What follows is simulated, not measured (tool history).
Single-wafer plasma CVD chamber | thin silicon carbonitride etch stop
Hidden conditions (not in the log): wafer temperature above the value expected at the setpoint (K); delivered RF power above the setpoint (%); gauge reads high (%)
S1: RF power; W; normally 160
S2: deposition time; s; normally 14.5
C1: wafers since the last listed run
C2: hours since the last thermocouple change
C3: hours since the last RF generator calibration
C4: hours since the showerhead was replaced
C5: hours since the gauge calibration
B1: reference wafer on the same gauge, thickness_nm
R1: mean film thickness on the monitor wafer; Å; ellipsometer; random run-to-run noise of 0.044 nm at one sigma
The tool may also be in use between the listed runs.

| run | hour | S1 | S2 | C1 | C2 | C3 | C4 | C5 | B1 | R1 |
|---|---|---|---|---|---|---|---|---|---|---|
| 1 | 0 | 175 | 16.4 | 0 | 2304.6 | 1228.2 | 4384.2 | 535.1 | 7.583 | 86.65 |
| 2 | 11.7 | 175 | 16.4 | 244 | 2316.3 | 1239.9 | 4395.9 | 546.8 | 7.582 | 86.57 |
| 3 | 27.1 | 160 | 14.5 | 321 | 2331.7 | 1255.3 | 4411.3 | 562.2 | 7.586 | 72.92 |
| 4 | 36.2 | 160 | 14.5 | 189 | 2340.8 | 1264.4 | 4420.4 | 571.3 | 7.588 | 74.04 |
| 5 | 49.4 | 160 | 14.5 | 275 | 2354 | 1277.6 | 4433.6 | 584.5 | 7.584 | 73.92 |
| 6 | 58.2 | 160 | 14.5 | 183 | 2362.8 | 1286.4 | 4442.4 | 593.3 | 7.57 | 73.7 |
| 7 | 75.7 | 160 | 14.5 | 365 | 2380.3 | 1303.9 | 4459.9 | 610.8 | 7.578 | 73.67 |
|  | 97.9 | gauge calibrated |
| 8 | 104.2 | 160 | 13.6 | 594 | 2408.8 | 1332.4 | 4488.4 | 6.3 | 7.58 | 69.33 |
| 9 | 115.3 | 160 | 13.6 | 231 | 2419.9 | 1343.5 | 4499.5 | 17.4 | 7.587 | 69.26 |
|  | 123.7 | RF generator calibrated |
| 10 | 129.7 | 160 | 14.5 | 133 | 2434.3 | 6 | 4513.9 | 31.8 | 7.58 | 73.42 |
| 11 | 144.2 | 160 | 14.5 | 302 | 2448.8 | 20.5 | 4528.4 | 46.3 | 7.587 | 74.54 |
| 12 | 154.5 | 190 | 15.5 | 215 | 2459.1 | 30.8 | 4538.7 | 56.6 | 7.579 | 84.58 |
|  | 163.6 | showerhead replaced |
| 13 | 166.5 | 135 | 12.1 | 83 | 2471.1 | 42.8 | 2.9 | 68.6 | 7.585 | 57.06 |
| 14 | 182.2 | 160 | 14.5 | 327 | 2486.8 | 58.5 | 18.6 | 84.3 | 7.579 | 74.39 |
| 15 | 192.3 | 160 | 14.5 | 210 | 2496.9 | 68.6 | 28.7 | 94.4 | 7.568 | 73.78 |
| 16 | 203.6 | 160 | 11.6 | 235 | 2508.2 | 79.9 | 40 | 105.7 | 7.589 | 58.54 |
| 17 | 214.9 | 150 | 12.9 | 235 | 2519.5 | 91.2 | 51.3 | 117 | 7.581 | 63.95 |
| 18 | 229.5 | 190 | 12.4 | 304 | 2534.1 | 105.8 | 65.9 | 131.6 | 7.577 | 68.01 |
| 19 | 238.1 | 160 | 14.5 | 179 | 2542.7 | 114.4 | 74.5 | 140.2 | 7.586 | 74.12 |
| 20 | 251.5 | 175 | 13 | 279 | 2556.1 | 127.8 | 87.9 | 153.6 | 7.586 | 69.26 |
|  | 263.5 | thermocouple changed; heater temperature recalibrated |
| 21 | 268.7 | 160 | 14.5 | 192 | 5.2 | 145 | 105.1 | 170.8 | 7.579 | 73.92 |
| 22 | 274.8 | 160 | 14.5 | 127 | 11.3 | 151.1 | 111.2 | 176.9 | 7.587 | 74.21 |
| 23 | 291.3 | 185 | 11.9 | 344 | 27.8 | 167.6 | 127.7 | 193.4 | 7.583 | 64.09 |
| 24 | 304.2 | 145 | 15.9 | 269 | 40.7 | 180.5 | 140.6 | 206.3 | 7.581 | 78.48 |
| 25 | 322 | 160 | 12.4 | 371 | 58.5 | 198.3 | 158.4 | 224.1 | 7.582 | 63.3 |
| 26 | 336.3 | 180 | 13 | 298 | 72.8 | 212.6 | 172.7 | 238.4 | 7.576 | 68.96 |
| 27 | 343.5 | 180 | 16.1 | 150 | 80 | 219.8 | 179.9 | 245.6 | 7.582 | 86.77 |
| 28 | 349.8 | 160 | 14.5 | 131 | 86.3 | 226.1 | 186.2 | 251.9 | 7.579 | 74.27 |
| 29 | 357.7 | 160 | 14.5 | 164 | 94.2 | 234 | 194.1 | 259.8 | 7.581 | 73.94 |
| 30 | 374.6 | 180 | 17.2 | 352 | 111.1 | 250.9 | 211 | 276.7 | 7.582 | 92.87 |
| 31 | 385.1 | 190 | 12.1 | 219 | 121.6 | 261.4 | 221.5 | 287.2 | 7.58 | 67.02 |
| 32 | 398.4 | 160 | 13.6 | 277 | 134.9 | 274.7 | 234.8 | 300.5 | 7.596 | 69.18 |
| 33 | 413.4 | 140 | 16.8 | 313 | 149.9 | 289.7 | 249.8 | 315.5 | 7.58 | 80.61 |
| 34 | 427.7 | 135 | 17.1 | 298 | 164.2 | 304 | 264.1 | 329.8 | 7.57 | 80.45 |
| 35 | 434.8 | 160 | 12 | 148 | 171.3 | 311.1 | 271.2 | 336.9 | 7.579 | 61.12 |

What if the next run were any one of these 5? Each begins from the tool's condition after run 35:
| A | 435.2 | 160 | 14.5 | 8 | 171.7 | 311.5 | 271.6 | 337.3 | ? | ? |
| B | 435.2 | 130 | 16.9 | 8 | 171.7 | 311.5 | 271.6 | 337.3 | ? | ? |
| C | 435.2 | 145 | 12.7 | 8 | 171.7 | 311.5 | 271.6 | 337.3 | ? | ? |
| D | 435.2 | 160 | 17.1 | 8 | 171.7 | 311.5 | 271.6 | 337.3 | ? | ? |
| E | 435.2 | 140 | 16.9 | 8 | 171.7 | 311.5 | 271.6 | 337.3 | ? | ? |

| run | B1 | R1 |
|---|---|---|
| A | 7.571 | 73.96 |
| B | 7.571 | 78.67 |
| C | 7.571 | 62.1 |
| D | 7.571 | 87.22 |
| E | 7.571 | 81.36 |
Stripped of hidden state, with their random variation kept, the same runs would have yielded:
| run | R1 |
|---|---|
| A | 73.96 |
| B | 78.67 |
| C | 62.1 |
| D | 87.22 |
| E | 81.36 |
